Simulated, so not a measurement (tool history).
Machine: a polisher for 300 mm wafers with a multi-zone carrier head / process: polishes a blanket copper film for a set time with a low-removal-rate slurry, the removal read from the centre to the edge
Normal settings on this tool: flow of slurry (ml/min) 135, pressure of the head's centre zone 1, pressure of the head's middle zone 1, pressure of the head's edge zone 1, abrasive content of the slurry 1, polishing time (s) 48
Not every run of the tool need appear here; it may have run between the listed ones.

run,hour,flow of slurry (ml/min),pressure of the head's centre zone,pressure of the head's middle zone,pressure of the head's edge zone,abrasive content of the slurry,polishing time (s),"incoming thickness of the incoming film, nm",film removed at the wafer's centre (nm),film removed at mid-radius (nm),film removed at the wafer's edge (nm)
1,0,135,1,1,1,1,48,1407.5,101.7,103.1,104.4
2,29.7,135,1,1,1,1,48,1381.4,102.5,104.5,104.4
3,70.8,135,1,1,1,1,48,1369,100.6,101.1,105.7
# hour 80.7: worn pad replaced by a new one
# hour 168: slurry nozzle cleaned
4,279.7,135,1,1,1,1,48,1387.2,105.6,105.1,107.8
# hour 301.1: worn pad replaced by a new one
5,310,135,1,1,1,1,48,1367.7,105.5,109.2,108
6,359.7,135,1,1,1,1,54,1389.4,116.8,119.2,122
7,422.6,135,1,1,1,1,54,1394.1,113.2,115.7,118.3
8,480.2,135,1,1,1,1,48,1388,100.6,104.6,106.7
# hour 487.2: worn pad replaced by a new one
9,506.4,135,1,1,1,1,48,1387.5,102.2,102.2,108.1
10,534.5,115,1,1,1.1,0.8,54,1399.5,102.1,104.6,111.6
# hour 542.9: carrier head's membrane replaced by a new one
11,572.4,110,1.09,1.03,1,1,37,1400.1,77.8,77.4,75.5
# hour 586.5: edge zone pressure recalibrated
# hour 616.9: slurry nozzle cleaned
12,617.4,135,1,1,1,1,48,1395.2,108.9,112.3,107
# hour 637.5: centre zone pressure recalibrated
# hour 656.3: worn pad replaced by a new one, of another model than before
13,670.1,170,1,1,1,1,48,1372,113.4,113.8,112.9
14,735.6,135,0.93,1,1,1,48,1384.4,100.7,107.7,110.2
15,804.2,115,1,1,1,1,48,1394.2,101,102.8,104.3
# hour 829.2: worn pad replaced by a new one
16,856.3,135,0.89,1,1.06,1,48,1393.4,93.8,104.8,110.3
17,890.6,150,0.89,1,1,1.25,48,1393.1,100.5,114,115.3
18,924.1,135,1,1,1,1,48,1402.1,104.9,108,107.8
19,986.3,135,1,1,1,1,39,1389.5,83.2,86.3,86

Predict each of these 3 candidate next runs independently; none follows another, all start after run 19:
A,986.7,135,1,1,1,1.2,48,1390.7,?,?,?
B,986.7,135,1,1,0.95,0.75,43,1390.7,?,?,?
C,986.7,135,1,1,1,1.15,48,1390.7,?,?,?

run,film removed at the wafer's centre (nm),film removed at mid-radius (nm),film removed at the wafer's edge (nm)
A,109.1,110.5,113.5
B,86.9,88,88.2
C,107.9,109.3,112.3
Had the tool no hidden state, the same runs would have come out as:
run,film removed at the wafer's centre (nm),film removed at mid-radius (nm),film removed at the wafer's edge (nm)
A,116.3,116.8,118
B,92.6,93,91.7
C,115,115.6,116.8

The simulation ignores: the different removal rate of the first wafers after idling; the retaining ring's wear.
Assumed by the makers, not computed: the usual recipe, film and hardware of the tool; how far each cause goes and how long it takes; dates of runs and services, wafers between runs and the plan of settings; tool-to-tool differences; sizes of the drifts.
